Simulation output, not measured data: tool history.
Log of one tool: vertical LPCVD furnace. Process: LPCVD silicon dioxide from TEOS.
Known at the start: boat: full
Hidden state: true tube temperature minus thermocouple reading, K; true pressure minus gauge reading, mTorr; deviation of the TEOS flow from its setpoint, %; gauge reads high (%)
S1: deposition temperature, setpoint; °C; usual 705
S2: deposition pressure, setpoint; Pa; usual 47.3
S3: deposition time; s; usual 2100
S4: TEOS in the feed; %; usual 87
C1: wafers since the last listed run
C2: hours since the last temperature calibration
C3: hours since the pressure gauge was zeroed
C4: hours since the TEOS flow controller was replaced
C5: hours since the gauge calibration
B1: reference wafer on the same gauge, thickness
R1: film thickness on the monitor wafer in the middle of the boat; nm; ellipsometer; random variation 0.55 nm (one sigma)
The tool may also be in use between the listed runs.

run	hour	S1	S2	S3	S4	C1	C2	C3	C4	C5	B1	R1
1	0.0	705	47.3	2100	87	0	2262.4	3796.7	5467.2	712.9	323.85	356.80
2	49.1	705	47.3	2100	75	814	2311.5	3845.8	5516.3	762.0	324.02	331.71
# hour 66.2: gauge calibrated
3	77.0	705	47.3	2100	75	462	2339.4	3873.7	5544.2	10.8	324.00	332.65
4	124.2	705	47.3	2100	75	782	2386.6	3920.9	5591.4	58.0	324.05	331.64
5	174.7	705	47.3	2100	87	837	2437.1	3971.4	5641.9	108.5	324.08	358.52
6	381.1	705	47.3	2100	87	3423	2643.5	4177.8	5848.3	314.9	324.00	357.92
7	428.0	705	42.0	2100	87	777	2690.4	4224.7	5895.2	361.8	323.98	339.52
8	468.1	705	42.0	2100	87	665	2730.5	4264.8	5935.3	401.9	323.95	337.07
9	510.9	705	42.0	2100	87	709	2773.3	4307.6	5978.1	444.7	324.00	338.13
# hour 535.1: TEOS flow controller replaced
10	563.9	697	47.3	2580	87	480	2826.3	4360.6	28.8	497.7	323.98	364.56
11	631.8	705	47.3	2100	87	1126	2894.2	4428.5	96.7	565.6	324.09	358.48
# hour 669.4: thermocouples replaced and temperature profile calibrated
12	671.5	705	47.3	2100	87	260	2.1	4468.2	136.4	605.3	324.08	350.73
# hour 703.1: pressure gauge zeroed
13	716.8	705	47.3	2100	87	353	47.4	13.7	181.7	650.6	324.00	343.88
14	756.9	697	51.3	2520	87	665	87.5	53.8	221.8	690.7	323.90	357.50
15	814.9	705	47.3	2100	87	961	145.5	111.8	279.8	748.7	324.02	343.77
16	851.1	705	47.3	2100	87	600	181.7	148.0	316.0	784.9	323.97	345.85
17	883.0	705	47.3	2100	80	529	213.6	179.9	347.9	816.8	323.99	330.86
# hour 923.4: gauge calibrated
18	959.5	699	36.0	2100	97	1268	290.1	256.4	424.4	36.1	324.06	277.97
19	1024.8	705	47.3	2610	87	1083	355.4	321.7	489.7	101.4	324.02	431.34
20	1052.3	705	47.3	2100	71	456	382.9	349.2	517.2	128.9	323.91	314.74
21	1112.5	697	47.3	2580	87	998	443.1	409.4	577.4	189.1	323.85	355.51
22	1175.4	714	47.3	2100	87	1043	506.0	472.3	640.3	252.0	324.01	428.49
23	1239.6	705	47.3	2100	87	1064	570.2	536.5	704.5	316.2	323.95	348.86
24	1301.2	715	53.3	2670	97	1021	631.8	598.1	766.1	377.8	323.99	627.55
25	1336.4	705	47.3	2610	87	583	667.0	633.3	801.3	413.0	324.00	435.13
26	1377.9	705	47.3	1560	76	688	708.5	674.8	842.8	454.5	323.99	243.74

3 ways to go on from here, each from the tool as it stands after run 26. What would each give?
A	1381.6	705	47.3	2100	97	61	712.2	678.5	846.5	458.2	?	?
B	1381.6	705	47.3	2700	87	61	712.2	678.5	846.5	458.2	?	?
C	1381.6	711	38.7	1590	82	61	712.2	678.5	846.5	458.2	?	?

run	B1	R1
A	323.94	370.15
B	323.94	450.71
C	323.94	267.63
Without the tool's hidden state the same runs would have given:
run	R1
A	363.02
B	442.03
C	262.02
